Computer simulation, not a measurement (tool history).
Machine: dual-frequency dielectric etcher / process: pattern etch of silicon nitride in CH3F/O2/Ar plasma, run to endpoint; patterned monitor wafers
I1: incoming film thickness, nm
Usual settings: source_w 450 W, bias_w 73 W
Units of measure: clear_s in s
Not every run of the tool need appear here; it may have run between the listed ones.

{"run": 1, "hour": 0.0, "source_w": 480, "bias_w": 73, "I1": 45.23, "clear_s": 60.0}
{"hour": 93.4, "done": "wet clean of the chamber"}
{"run": 2, "hour": 93.9, "source_w": 480, "bias_w": 73, "I1": 45.49, "clear_s": 58.6}
{"run": 3, "hour": 99.3, "source_w": 480, "bias_w": 73, "I1": 45.32, "clear_s": 58.2}
{"run": 4, "hour": 134.2, "source_w": 450, "bias_w": 60, "I1": 45.2, "clear_s": 63.3}
{"run": 5, "hour": 174.9, "source_w": 450, "bias_w": 66, "I1": 45.19, "clear_s": 61.8}
{"run": 6, "hour": 212.1, "source_w": 450, "bias_w": 66, "I1": 45.27, "clear_s": 62.4}
{"run": 7, "hour": 260.0, "source_w": 450, "bias_w": 66, "I1": 44.95, "clear_s": 61.9}
{"run": 8, "hour": 285.4, "source_w": 450, "bias_w": 73, "I1": 45.22, "clear_s": 60.8}
{"run": 9, "hour": 474.9, "source_w": 450, "bias_w": 73, "I1": 45.25, "clear_s": 61.1}
{"hour": 511.4, "done": "wet clean of the chamber"}
{"hour": 532.0, "done": "upper electrode replaced"}
{"run": 10, "hour": 532.5, "source_w": 450, "bias_w": 73, "I1": 45.37, "clear_s": 59.7}
{"run": 11, "hour": 563.3, "source_w": 450, "bias_w": 73, "I1": 45.35, "clear_s": 59.7}
{"run": 12, "hour": 605.6, "source_w": 450, "bias_w": 73, "I1": 45.53, "clear_s": 60.3}
{"run": 13, "hour": 650.0, "source_w": 450, "bias_w": 82, "I1": 45.2, "clear_s": 57.5}
{"hour": 672.9, "done": "source power generator calibrated"}
{"run": 14, "hour": 709.9, "source_w": 350, "bias_w": 58, "I1": 45.21, "clear_s": 70.1}
{"run": 15, "hour": 861.7, "source_w": 480, "bias_w": 73, "I1": 45.18, "clear_s": 59.5}
{"run": 16, "hour": 892.2, "source_w": 450, "bias_w": 73, "I1": 45.02, "clear_s": 60.3}
{"run": 17, "hour": 928.8, "source_w": 380, "bias_w": 61, "I1": 45.68, "clear_s": 69.2}
{"hour": 968.5, "done": "bias power generator calibrated"}
{"hour": 990.0, "done": "wet clean of the chamber"}
{"run": 18, "hour": 990.5, "source_w": 450, "bias_w": 73, "I1": 45.09, "clear_s": 59.3}
{"run": 19, "hour": 1014.2, "source_w": 360, "bias_w": 63, "I1": 45.02, "clear_s": 67.1}
{"run": 20, "hour": 1056.8, "source_w": 400, "bias_w": 87, "I1": 44.92, "clear_s": 58.5}
{"run": 21, "hour": 1119.8, "source_w": 450, "bias_w": 78, "I1": 45.54, "clear_s": 59.3}
{"run": 22, "hour": 1166.7, "source_w": 490, "bias_w": 68, "I1": 45.49, "clear_s": 60.0}
{"run": 23, "hour": 1230.4, "source_w": 380, "bias_w": 86, "I1": 45.67, "clear_s": 61.8}
{"run": 24, "hour": 1284.7, "source_w": 500, "bias_w": 82, "I1": 45.26, "clear_s": 56.6}

Predict each of these 4 candidate next runs independently; none follows another, all start after run 24:
{"run": "A", "hour": 1285.1, "source_w": 450, "bias_w": 73, "I1": 45.53, "clear_s": "?"}
{"run": "B", "hour": 1285.1, "source_w": 450, "bias_w": 64, "I1": 45.53, "clear_s": "?"}
{"run": "C", "hour": 1285.1, "source_w": 380, "bias_w": 56, "I1": 45.53, "clear_s": "?"}
{"run": "D", "hour": 1285.1, "source_w": 410, "bias_w": 73, "I1": 45.53, "clear_s": "?"}

run=A clear_s=61.1
run=B clear_s=63.5
run=C clear_s=70.1
run=D clear_s=63.2
Take away the tool's hidden state, keep each run's random variation, and the runs would have read:
run=A clear_s=59.9
run=B clear_s=62.3
run=C clear_s=68.7
run=D clear_s=61.9

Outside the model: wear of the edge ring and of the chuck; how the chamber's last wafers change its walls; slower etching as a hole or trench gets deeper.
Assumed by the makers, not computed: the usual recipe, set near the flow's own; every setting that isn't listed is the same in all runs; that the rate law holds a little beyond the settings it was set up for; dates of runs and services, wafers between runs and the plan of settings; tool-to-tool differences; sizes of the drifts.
